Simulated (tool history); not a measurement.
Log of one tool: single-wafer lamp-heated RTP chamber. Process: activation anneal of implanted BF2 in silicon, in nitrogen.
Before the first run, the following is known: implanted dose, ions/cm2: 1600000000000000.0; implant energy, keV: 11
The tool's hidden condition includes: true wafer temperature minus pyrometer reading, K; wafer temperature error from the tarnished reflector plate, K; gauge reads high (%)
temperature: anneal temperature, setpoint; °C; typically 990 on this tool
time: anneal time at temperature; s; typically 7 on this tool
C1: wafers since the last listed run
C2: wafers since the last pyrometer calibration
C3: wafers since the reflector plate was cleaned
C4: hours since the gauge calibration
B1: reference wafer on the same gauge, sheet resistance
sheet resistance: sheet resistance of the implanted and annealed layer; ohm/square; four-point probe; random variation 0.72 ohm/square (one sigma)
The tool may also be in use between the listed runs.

run 1 day=0.000 | temperature=990 time=10 | C1=0 C2=8 C3=3666 C4=203.9 | B1=315.00 | sheet_resistance=283.70
run 2 day=0.667 | temperature=990 time=10 | C1=207 C2=215 C3=3874 C4=219.9 | B1=315.08 | sheet_resistance=283.78
run 3 day=1.375 | temperature=990 time=7 | C1=220 C2=436 C3=4094 C4=236.9 | B1=314.83 | sheet_resistance=298.11
run 4 day=1.867 | temperature=990 time=7 | C1=153 C2=589 C3=4247 C4=248.7 | B1=315.13 | sheet_resistance=297.75
run 5 day=2.208 | temperature=990 time=7 | C1=106 C2=695 C3=4354 C4=256.9 | B1=314.99 | sheet_resistance=297.34
run 6 day=3.396 | temperature=1013 time=7 | C1=369 C2=1065 C3=4724 C4=285.4 | B1=315.00 | sheet_resistance=248.46
run 7 day=3.979 | temperature=1013 time=7 | C1=181 C2=1247 C3=4905 C4=299.4 | B1=315.09 | sheet_resistance=249.61
run 8 day=4.621 | temperature=990 time=7 | C1=199 C2=1447 C3=5105 C4=314.8 | B1=315.31 | sheet_resistance=297.39
run 9 day=5.171 | temperature=990 time=7 | C1=171 C2=1618 C3=5276 C4=328.0 | B1=315.18 | sheet_resistance=296.56
run 10 day=5.604 | temperature=990 time=7 | C1=134 C2=1753 C3=5411 C4=338.4 | B1=314.87 | sheet_resistance=296.79
run 11 day=6.250 | temperature=1012 time=7 | C1=201 C2=1954 C3=5612 C4=353.9 | B1=314.96 | sheet_resistance=250.18
-- day=6.483 gauge calibrated
run 12 day=6.508 | temperature=968 time=7 | C1=80 C2=2034 C3=5693 C4=0.6 | B1=315.16 | sheet_resistance=346.75
run 13 day=7.233 | temperature=998 time=7 | C1=225 C2=2260 C3=5919 C4=18.0 | B1=315.13 | sheet_resistance=279.48
-- day=8.150 pyrometer window cleaned and pyrometer calibrated
run 14 day=8.379 | temperature=998 time=7 | C1=253 C2=70 C3=6172 C4=45.5 | B1=315.17 | sheet_resistance=278.35
run 15 day=9.208 | temperature=990 time=7 | C1=258 C2=329 C3=6430 C4=65.4 | B1=315.00 | sheet_resistance=295.55
run 16 day=9.817 | temperature=969 time=3 | C1=189 C2=518 C3=6619 C4=80.0 | B1=314.93 | sheet_resistance=366.54
run 17 day=10.508 | temperature=990 time=7 | C1=215 C2=733 C3=6835 C4=96.6 | B1=314.72 | sheet_resistance=294.37
-- day=11.146 reflector plate cleaned
run 18 day=11.167 | temperature=990 time=7 | C1=101 C2=835 C3=6 C4=112.4 | B1=315.13 | sheet_resistance=304.02
run 19 day=11.250 | temperature=966 time=5 | C1=25 C2=861 C3=32 C4=114.4 | B1=315.07 | sheet_resistance=370.70
run 20 day=11.975 | temperature=963 time=3 | C1=225 C2=1086 C3=258 C4=131.8 | B1=315.23 | sheet_resistance=387.67
run 21 day=12.304 | temperature=990 time=7 | C1=102 C2=1189 C3=360 C4=139.7 | B1=314.86 | sheet_resistance=301.59
run 22 day=12.746 | temperature=1007 time=3 | C1=137 C2=1326 C3=498 C4=150.3 | B1=314.87 | sheet_resistance=298.13
run 23 day=13.100 | temperature=1011 time=6 | C1=110 C2=1437 C3=608 C4=158.8 | B1=314.86 | sheet_resistance=264.92
run 24 day=13.379 | temperature=990 time=9 | C1=86 C2=1524 C3=695 C4=165.5 | B1=314.90 | sheet_resistance=290.73
run 25 day=13.950 | temperature=1007 time=11 | C1=177 C2=1701 C3=873 C4=179.2 | B1=314.84 | sheet_resistance=243.16
run 26 day=14.308 | temperature=1009 time=9 | C1=111 C2=1813 C3=984 C4=187.8 | B1=314.88 | sheet_resistance=249.26
run 27 day=15.008 | temperature=1015 time=9 | C1=217 C2=2031 C3=1202 C4=204.6 | B1=315.05 | sheet_resistance=236.54
-- day=15.767 pyrometer window cleaned and pyrometer calibrated
run 28 day=15.788 | temperature=990 time=7 | C1=138 C2=6 C3=1341 C4=223.3 | B1=314.84 | sheet_resistance=302.32
run 29 day=15.992 | temperature=990 time=11 | C1=63 C2=69 C3=1405 C4=228.2 | B1=315.05 | sheet_resistance=280.97

Predict each of these 3 candidate next runs independently; none follows another, all start after run 29:
run A day=16.008 | temperature=1019 time=7 | C1=5 C2=74 C3=1410 C4=228.6 | B1=? | sheet_resistance=?
run B day=16.008 | temperature=1007 time=7 | C1=5 C2=74 C3=1410 C4=228.6 | B1=? | sheet_resistance=?
run C day=16.008 | temperature=1010 time=10 | C1=5 C2=74 C3=1410 C4=228.6 | B1=? | sheet_resistance=?

run=A B1=314.81 sheet_resistance=240.97
run=B B1=314.81 sheet_resistance=265.82
run=C B1=314.81 sheet_resistance=241.97
Without the tool's unlogged condition, the same runs would have read:
run=A sheet_resistance=244.03
run=B sheet_resistance=268.90
run=C sheet_resistance=245.14
